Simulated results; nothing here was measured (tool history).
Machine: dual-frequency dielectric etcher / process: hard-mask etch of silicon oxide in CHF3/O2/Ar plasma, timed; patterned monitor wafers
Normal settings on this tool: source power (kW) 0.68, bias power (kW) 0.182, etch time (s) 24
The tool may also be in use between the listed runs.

| run | hour | source power (kW) | bias power (kW) | etch time (s) | read-back reference wafer on the same gauge, depth_nm | mean etch depth across the wafer (angstrom) |
|---|---|---|---|---|---|---|
| 1 | 0 | 0.68 | 0.148 | 24 | 50.56 | 465.6 |
| 2 | 53.8 | 0.68 | 0.182 | 24 | 50.49 | 486.3 |
| 3 | 106.3 | 0.68 | 0.182 | 24 | 50.46 | 483.1 |
| 4 | 139.7 | 0.68 | 0.182 | 24 | 50.39 | 483.6 |
| 5 | 308.2 | 0.68 | 0.182 | 24 | 50.14 | 480 |
| 6 | 331.6 | 0.68 | 0.182 | 24 | 50.13 | 482.8 |
| 7 | 400.3 | 0.68 | 0.195 | 22.5 | 50.57 | 463.1 |
| 8 | 400.6 | 0.8 | 0.182 | 24 | 50.61 | 509.8 |
| 9 | 437.7 | 0.68 | 0.182 | 24 | 50.56 | 485.2 |
| 10 | 482.6 | 0.72 | 0.182 | 24 | 50.52 | 494.6 |
| 11 | 607.5 | 0.68 | 0.161 | 26 | 50.51 | 513.6 |
| 12 | 647.2 | 0.75 | 0.142 | 18 | 50.51 | 357.8 |
| 13 | 672.7 | 0.58 | 0.149 | 24 | 50.49 | 447.1 |
| 14 | 701.1 | 0.68 | 0.182 | 27.5 | 50.4 | 556 |
| 15 | 729.3 | 0.8 | 0.182 | 24 | 50.41 | 506.3 |
| 16 | 773.4 | 0.68 | 0.182 | 24 | 50.39 | 483.9 |
| 17 | 817.9 | 0.77 | 0.182 | 24 | 50.35 | 502.3 |

Put back what was entered between runs (5 entries, withheld): which listed runs does each sit between, and how does the hidden state differ from the listed run before to the listed run after?
From run 4 to run 5: source power generator calibrated (hour 307.7)
  gauge reads high (%): -0.61 -> -1.1
  measured less the result without the state, mean etch depth across the wafer (angstrom): -3 -> -5.3
From run 6 to run 7: wet clean of the chamber (hour 375.5); gauge calibrated (hour 378.5); upper electrode replaced (hour 399.8)
  gauge reads high (%): -1.17 -> -0.215
  measured less the result without the state, mean etch depth across the wafer (angstrom): -5.8 -> -1
From run 9 to run 10: bias power generator calibrated (hour 447.2)
  gauge reads high (%): -0.222 -> -0.24
  measured less the result without the state, mean etch depth across the wafer (angstrom): -1.1 -> -1.2

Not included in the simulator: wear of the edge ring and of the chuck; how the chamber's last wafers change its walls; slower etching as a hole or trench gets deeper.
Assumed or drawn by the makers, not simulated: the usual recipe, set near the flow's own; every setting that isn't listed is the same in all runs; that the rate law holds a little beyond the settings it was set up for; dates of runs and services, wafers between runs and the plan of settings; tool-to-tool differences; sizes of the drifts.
